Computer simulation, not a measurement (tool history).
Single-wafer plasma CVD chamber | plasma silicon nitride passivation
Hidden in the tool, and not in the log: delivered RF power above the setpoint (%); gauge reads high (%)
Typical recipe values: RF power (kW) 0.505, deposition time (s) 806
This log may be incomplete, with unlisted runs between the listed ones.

| run | hour | RF power (kW) | deposition time (s) | wafers since the last listed run | hours since the last RF generator calibration | hours since the showerhead was replaced | hours since the gauge calibration | read-back reference wafer on the same gauge, thickness_nm | mean film thickness on the monitor wafer (Å) |
|---|---|---|---|---|---|---|---|---|---|
| 1 | 0 | 0.505 | 806 | 0 | 481.1 | 2073.8 | 492.2 | 1049.407 | 12343.66 |
| 2 | 55.1 | 0.505 | 806 | 160 | 536.2 | 2128.9 | 547.3 | 1049.054 | 12361.66 |
| 3 | 121.4 | 0.505 | 806 | 192 | 602.5 | 2195.2 | 613.6 | 1049.453 | 12365.76 |
| 4 | 190.5 | 0.535 | 766 | 200 | 671.6 | 2264.3 | 682.7 | 1051.331 | 11909.4 |
| 5 | 284.4 | 0.535 | 766 | 272 | 765.5 | 2358.2 | 776.6 | 1052.203 | 11922.23 |
| 6 | 328 | 0.545 | 696 | 126 | 809.1 | 2401.8 | 820.2 | 1050.032 | 10827.08 |
| 7 | 407.4 | 0.505 | 741 | 230 | 888.5 | 2481.2 | 899.6 | 1049.438 | 11363.94 |
| 8 | 471.1 | 0.505 | 741 | 185 | 952.2 | 2544.9 | 963.3 | 1049.843 | 11337.75 |
| 9 | 577 | 0.505 | 806 | 307 | 1058.1 | 2650.8 | 1069.2 | 1050.23 | 12274.56 |
| 10 | 675.3 | 0.54 | 806 | 285 | 1156.4 | 2749.1 | 1167.5 | 1050.918 | 12485.5 |
|  | 699.2 | showerhead replaced |
|  | 903.7 | gauge calibrated |
| 11 | 983.7 | 0.455 | 806 | 872 | 1464.8 | 284.5 | 80 | 1049.385 | 12074.12 |
|  | 1001.3 | RF generator calibrated |
| 12 | 1082.9 | 0.6 | 918 | 265 | 81.6 | 383.7 | 179.2 | 1050.77 | 14809.8 |
| 13 | 1183.2 | 0.505 | 658 | 291 | 181.9 | 484 | 279.5 | 1048.879 | 10159.86 |
| 14 | 1220.4 | 0.425 | 806 | 108 | 219.1 | 521.2 | 316.7 | 1048.899 | 12031.86 |
| 15 | 1316.1 | 0.505 | 915 | 278 | 314.8 | 616.9 | 412.4 | 1050.579 | 14064.47 |
| 16 | 1387.8 | 0.415 | 955 | 208 | 386.5 | 688.6 | 484.1 | 1050.658 | 14183.39 |
| 17 | 1446.9 | 0.505 | 806 | 171 | 445.6 | 747.7 | 543.2 | 1049.679 | 12379.95 |

Below are 5 alternative next runs, each starting from the tool's condition after run 17. Predict each:
| A | 1447.5 | 0.41 | 806 | 1 | 446.2 | 748.3 | 543.8 | ? | ? |
| B | 1447.5 | 0.405 | 909 | 1 | 446.2 | 748.3 | 543.8 | ? | ? |
| C | 1447.5 | 0.55 | 705 | 1 | 446.2 | 748.3 | 543.8 | ? | ? |
| D | 1447.5 | 0.555 | 884 | 1 | 446.2 | 748.3 | 543.8 | ? | ? |
| E | 1447.5 | 0.595 | 894 | 1 | 446.2 | 748.3 | 543.8 | ? | ? |

| run | read-back reference wafer on the same gauge, thickness_nm | mean film thickness on the monitor wafer (Å) |
|---|---|---|
| A | 1050.32 | 11873.93 |
| B | 1050.32 | 13360.7 |
| C | 1050.32 | 11005.02 |
| D | 1050.32 | 13825.09 |
| E | 1050.32 | 14186.94 |
With the hidden condition removed and each run's random variation left untouched, the same runs would have given:
| run | mean film thickness on the monitor wafer (Å) |
|---|---|
| A | 11990.23 |
| B | 13491.56 |
| C | 11112.81 |
| D | 13960.5 |
| E | 14325.9 |
